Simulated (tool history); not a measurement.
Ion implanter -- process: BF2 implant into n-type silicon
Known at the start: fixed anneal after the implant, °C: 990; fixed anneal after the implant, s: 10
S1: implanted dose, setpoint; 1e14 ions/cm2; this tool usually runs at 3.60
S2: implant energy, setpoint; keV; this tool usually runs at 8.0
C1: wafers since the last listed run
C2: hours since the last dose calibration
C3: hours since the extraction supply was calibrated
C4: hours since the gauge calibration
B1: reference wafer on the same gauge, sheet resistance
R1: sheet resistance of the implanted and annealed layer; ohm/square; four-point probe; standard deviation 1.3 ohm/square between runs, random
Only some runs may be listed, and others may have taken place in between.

run 1 hour=0.0 | S1=4.36 S2=8.0 | C1=0 C2=373.0 C3=5280.6 C4=184.2 | B1=462.93 | R1=431.27
run 2 hour=25.5 | S1=3.60 S2=8.0 | C1=363 C2=398.5 C3=5306.1 C4=209.7 | B1=463.16 | R1=469.87
run 3 hour=76.0 | S1=3.60 S2=8.0 | C1=719 C2=449.0 C3=5356.6 C4=260.2 | B1=463.08 | R1=467.47
run 4 hour=119.9 | S1=3.08 S2=8.0 | C1=625 C2=492.9 C3=5400.5 C4=304.1 | B1=462.82 | R1=510.73
run 5 hour=167.1 | S1=3.08 S2=8.0 | C1=672 C2=540.1 C3=5447.7 C4=351.3 | B1=463.10 | R1=507.73
run 6 hour=221.0 | S1=3.60 S2=8.0 | C1=768 C2=594.0 C3=5501.6 C4=405.2 | B1=462.73 | R1=468.35
run 7 hour=245.8 | S1=3.60 S2=8.0 | C1=353 C2=618.8 C3=5526.4 C4=430.0 | B1=462.87 | R1=468.81
run 8 hour=303.4 | S1=3.60 S2=8.0 | C1=821 C2=676.4 C3=5584.0 C4=487.6 | B1=463.04 | R1=470.54
run 9 hour=360.7 | S1=2.79 S2=8.0 | C1=816 C2=733.7 C3=5641.3 C4=544.9 | B1=463.12 | R1=537.90
run 10 hour=418.7 | S1=2.79 S2=8.0 | C1=826 C2=791.7 C3=5699.3 C4=602.9 | B1=462.90 | R1=536.58
run 11 hour=460.3 | S1=2.79 S2=8.0 | C1=592 C2=833.3 C3=5740.9 C4=644.5 | B1=463.00 | R1=534.47
run 12 hour=487.8 | S1=3.60 S2=8.0 | C1=391 C2=860.8 C3=5768.4 C4=672.0 | B1=463.11 | R1=467.65
-- hour=506.6 Faraday cup replaced and dose calibrated
run 13 hour=549.9 | S1=3.60 S2=5.5 | C1=771 C2=43.3 C3=5830.5 C4=734.1 | B1=462.93 | R1=559.22
run 14 hour=578.3 | S1=2.64 S2=7.0 | C1=404 C2=71.7 C3=5858.9 C4=762.5 | B1=463.18 | R1=591.73
-- hour=594.4 extraction supply calibrated
run 15 hour=627.9 | S1=2.81 S2=8.0 | C1=592 C2=121.3 C3=33.5 C4=812.1 | B1=463.10 | R1=539.74
run 16 hour=693.0 | S1=4.35 S2=10.5 | C1=927 C2=186.4 C3=98.6 C4=877.2 | B1=463.14 | R1=383.34
run 17 hour=739.7 | S1=4.06 S2=10.5 | C1=665 C2=233.1 C3=145.3 C4=923.9 | B1=462.86 | R1=396.23
run 18 hour=777.0 | S1=3.94 S2=5.5 | C1=531 C2=270.4 C3=182.6 C4=961.2 | B1=463.14 | R1=534.98
-- hour=808.8 gauge calibrated
run 19 hour=832.9 | S1=4.55 S2=9.0 | C1=796 C2=326.3 C3=238.5 C4=24.1 | B1=463.07 | R1=401.63
run 20 hour=871.1 | S1=3.60 S2=8.0 | C1=544 C2=364.5 C3=276.7 C4=62.3 | B1=462.77 | R1=467.99
run 21 hour=904.6 | S1=3.60 S2=8.0 | C1=477 C2=398.0 C3=310.2 C4=95.8 | B1=462.97 | R1=468.65
run 22 hour=949.5 | S1=3.60 S2=8.0 | C1=639 C2=442.9 C3=355.1 C4=140.7 | B1=462.86 | R1=466.51
run 23 hour=1001.3 | S1=3.97 S2=6.5 | C1=738 C2=494.7 C3=406.9 C4=192.5 | B1=463.04 | R1=488.42
run 24 hour=1031.1 | S1=3.60 S2=8.0 | C1=424 C2=524.5 C3=436.7 C4=222.3 | B1=462.90 | R1=469.13

Branching from run 24: 3 alternative next runs. What would each branch give?
run A hour=1031.5 | S1=2.92 S2=8.0 | C1=5 C2=524.9 C3=437.1 C4=222.7 | B1=? | R1=?
run B hour=1031.5 | S1=4.17 S2=6.0 | C1=5 C2=524.9 C3=437.1 C4=222.7 | B1=? | R1=?
run C hour=1031.5 | S1=3.97 S2=9.0 | C1=5 C2=524.9 C3=437.1 C4=222.7 | B1=? | R1=?

run=A B1=462.75 R1=524.41
run=B B1=462.75 R1=498.50
run=C B1=462.75 R1=425.38
With the hidden condition removed and each run's random variation left untouched, the same runs would have given:
run=A R1=530.17
run=B R1=503.05
run=C R1=429.18

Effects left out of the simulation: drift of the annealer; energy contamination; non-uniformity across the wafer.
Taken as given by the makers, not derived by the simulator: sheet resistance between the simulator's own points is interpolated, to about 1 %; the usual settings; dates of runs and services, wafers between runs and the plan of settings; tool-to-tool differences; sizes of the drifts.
